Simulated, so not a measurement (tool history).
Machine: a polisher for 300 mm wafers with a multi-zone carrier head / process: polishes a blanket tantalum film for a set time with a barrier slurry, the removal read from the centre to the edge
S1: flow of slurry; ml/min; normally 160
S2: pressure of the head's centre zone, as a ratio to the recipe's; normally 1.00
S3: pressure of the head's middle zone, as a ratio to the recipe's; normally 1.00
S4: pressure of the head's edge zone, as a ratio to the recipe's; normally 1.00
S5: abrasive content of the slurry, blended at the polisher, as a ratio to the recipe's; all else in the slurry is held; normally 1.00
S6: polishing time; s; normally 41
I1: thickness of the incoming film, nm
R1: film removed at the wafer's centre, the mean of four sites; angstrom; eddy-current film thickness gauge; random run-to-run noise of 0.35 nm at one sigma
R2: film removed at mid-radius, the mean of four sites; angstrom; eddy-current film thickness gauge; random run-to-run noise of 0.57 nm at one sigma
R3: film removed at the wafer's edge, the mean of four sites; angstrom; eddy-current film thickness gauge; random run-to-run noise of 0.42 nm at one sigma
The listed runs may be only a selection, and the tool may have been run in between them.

| run | hour | S1 | S2 | S3 | S4 | S5 | S6 | I1 | R1 | R2 | R3 |
|---|---|---|---|---|---|---|---|---|---|---|---|
| 1 | 0.0 | 160 | 1.00 | 1.00 | 1.00 | 1.00 | 41 | 448.8 | 430 | 437 | 440 |
|  | 87.2 | centre zone pressure recalibrated |
| 2 | 93.9 | 160 | 1.00 | 1.00 | 1.00 | 1.00 | 41 | 435.4 | 420 | 428 | 433 |
|  | 131.0 | carrier head's membrane replaced by a new one |
| 3 | 156.6 | 160 | 1.00 | 1.00 | 1.00 | 1.00 | 41 | 436.7 | 412 | 423 | 424 |
| 4 | 208.9 | 160 | 1.00 | 1.00 | 1.00 | 1.15 | 41 | 444.0 | 419 | 426 | 423 |
| 5 | 315.9 | 160 | 1.00 | 1.00 | 1.00 | 1.00 | 41 | 436.9 | 397 | 401 | 411 |
|  | 334.6 | slurry nozzle cleaned |
| 6 | 415.1 | 175 | 0.91 | 1.00 | 1.00 | 1.00 | 41 | 446.6 | 379 | 411 | 413 |
|  | 448.0 | worn pad replaced by a new one |
| 7 | 512.0 | 160 | 1.00 | 1.00 | 1.00 | 1.00 | 41 | 440.5 | 426 | 442 | 431 |
| 8 | 607.1 | 180 | 1.00 | 1.08 | 0.95 | 0.80 | 41 | 439.7 | 406 | 437 | 398 |
| 9 | 691.7 | 160 | 1.00 | 1.00 | 1.00 | 1.00 | 41 | 445.4 | 404 | 411 | 413 |
| 10 | 733.7 | 160 | 1.00 | 1.00 | 1.00 | 1.25 | 50 | 446.7 | 519 | 526 | 533 |
| 11 | 799.0 | 160 | 1.00 | 1.00 | 1.00 | 1.00 | 41 | 437.7 | 394 | 401 | 410 |
|  | 806.4 | edge zone pressure recalibrated |
|  | 830.0 | carrier head's membrane replaced by a new one |
| 12 | 848.9 | 160 | 1.00 | 1.00 | 1.00 | 0.70 | 41 | 432.1 | 358 | 362 | 363 |
|  | 892.6 | worn pad replaced by a new one |
| 13 | 893.1 | 160 | 1.00 | 1.00 | 1.00 | 1.00 | 41 | 447.0 | 424 | 433 | 436 |
|  | 919.8 | slurry nozzle cleaned |
| 14 | 988.7 | 160 | 1.00 | 1.00 | 0.95 | 1.00 | 41 | 434.0 | 432 | 433 | 424 |
| 15 | 1044.6 | 145 | 1.00 | 1.00 | 1.00 | 1.00 | 31 | 437.9 | 318 | 312 | 321 |
| 16 | 1100.0 | 160 | 1.00 | 0.94 | 0.93 | 1.00 | 41 | 435.9 | 413 | 397 | 404 |
| 17 | 1150.6 | 160 | 1.11 | 1.00 | 1.00 | 1.00 | 49 | 434.8 | 535 | 500 | 495 |
|  | 1216.4 | centre zone pressure recalibrated |
| 18 | 1217.9 | 160 | 1.00 | 1.06 | 0.93 | 1.00 | 41 | 448.6 | 400 | 424 | 393 |
| 19 | 1263.4 | 120 | 1.00 | 1.00 | 0.92 | 1.00 | 41 | 435.3 | 361 | 374 | 361 |
|  | 1350.4 | worn pad replaced by a new one |
| 20 | 1360.8 | 160 | 0.93 | 1.09 | 1.00 | 1.00 | 32 | 433.7 | 304 | 353 | 327 |

Measured less the same run without the tool's hidden state. The same run-to-run variation is in both; the gauge's scatter may not be:
Unlogged tool condition in this case: removal rate lost through wear of the pad, %; slurry flow missing at the pad, %; deviation of the centre zone's pressure from its setpoint, %; deviation of the edge zone's pressure from its setpoint, %.
| run | R1 | R2 | R3 |
|---|---|---|---|
| 1 | -19 | -17 | -14 |
| 2 | -32 | -30 | -24 |
| 3 | -39 | -37 | -31 |
| 4 | -45 | -44 | -36 |
| 5 | -54 | -52 | -46 |
| 6 | -41 | -43 | -41 |
| 7 | -24 | -23 | -18 |
| 8 | -34 | -34 | -26 |
| 9 | -46 | -44 | -37 |
| 10 | -64 | -62 | -53 |
| 11 | -56 | -53 | -47 |
| 12 | -56 | -52 | -46 |
| 13 | -31 | -28 | -21 |
| 14 | -19 | -18 | -15 |
| 15 | -23 | -21 | -18 |
| 16 | -36 | -33 | -28 |
| 17 | -57 | -50 | -43 |
| 18 | -51 | -52 | -41 |
| 19 | -60 | -58 | -46 |
| 20 | -27 | -28 | -20 |
